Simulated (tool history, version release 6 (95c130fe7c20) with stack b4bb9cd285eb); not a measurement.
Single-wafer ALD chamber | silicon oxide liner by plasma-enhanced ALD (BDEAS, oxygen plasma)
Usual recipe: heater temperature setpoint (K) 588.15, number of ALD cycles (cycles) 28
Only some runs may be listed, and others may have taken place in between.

run	hour	heater temperature setpoint (K)	number of ALD cycles (cycles)	wafers since the last listed run	hours since the last thermocouple change	hours since the gauge calibration	read-back reference wafer on the same gauge, thickness_nm	mean film thickness on the monitor wafer (angstrom)
1	0.0	588.15	29	0	356.2	1613.1	2.153	27.40
2	62.9	588.15	26	736	419.1	1676.0	2.154	24.56
3	158.6	588.15	26	1119	514.8	1771.7	2.155	24.53
4	200.9	588.15	26	495	557.1	1814.0	2.154	24.50
5	281.1	588.15	25	938	637.3	1894.2	2.154	23.63
6	356.8	588.15	25	885	713.0	1969.9	2.156	23.58
7	402.1	592.15	32	530	758.3	2015.2	2.156	30.19
8	501.4	592.15	32	1162	857.6	2114.5	2.157	30.06
9	572.7	584.15	28	834	928.9	2185.8	2.156	26.62
# hour 612.8: gauge calibrated
10	659.5	584.15	28	1015	1015.7	46.7	2.100	25.98
# hour 669.7: thermocouple changed; heater temperature recalibrated
11	721.4	584.15	28	630	51.7	108.6	2.107	25.98
12	760.7	581.15	28	459	91.0	147.9	2.107	26.12
13	848.5	588.15	34	1027	178.8	235.7	2.114	31.53
14	924.6	598.15	33	890	254.9	311.8	2.118	30.29
15	1009.7	599.15	25	995	340.0	396.9	2.121	22.88
16	1063.3	584.15	28	627	393.6	450.5	2.124	26.15
17	1154.9	576.15	29	1071	485.2	542.1	2.127	27.44
18	1195.5	598.15	33	475	525.8	582.7	2.128	30.39
19	1298.0	584.15	30	1199	628.3	685.2	2.131	28.10
20	1352.9	578.15	33	642	683.2	740.1	2.135	31.22
21	1395.8	588.15	28	502	726.1	783.0	2.135	26.27
22	1502.4	579.15	25	1247	832.7	889.6	2.137	23.58
23	1600.7	574.15	24	1150	931.0	987.9	2.139	22.93
24	1706.1	588.15	24	1233	1036.4	1093.3	2.142	22.45

Take each entry between the runs: how does the hidden state at the last listed run before it differ from the hidden state at the first listed run after it?
From run 9 to run 10: gauge calibrated (hour 612.8)
  gauge reads high (%): 2.68 -> 0.0211
  difference, measured minus the result without the unlogged condition, mean film thickness on the monitor wafer (angstrom): +0.69 -> +0.01
From run 10 to run 11: thermocouple changed; heater temperature recalibrated (hour 669.7)
  gauge reads high (%): 0.0211 -> 0.242
  difference, measured minus the result without the unlogged condition, mean film thickness on the monitor wafer (angstrom): +0.01 -> +0.06

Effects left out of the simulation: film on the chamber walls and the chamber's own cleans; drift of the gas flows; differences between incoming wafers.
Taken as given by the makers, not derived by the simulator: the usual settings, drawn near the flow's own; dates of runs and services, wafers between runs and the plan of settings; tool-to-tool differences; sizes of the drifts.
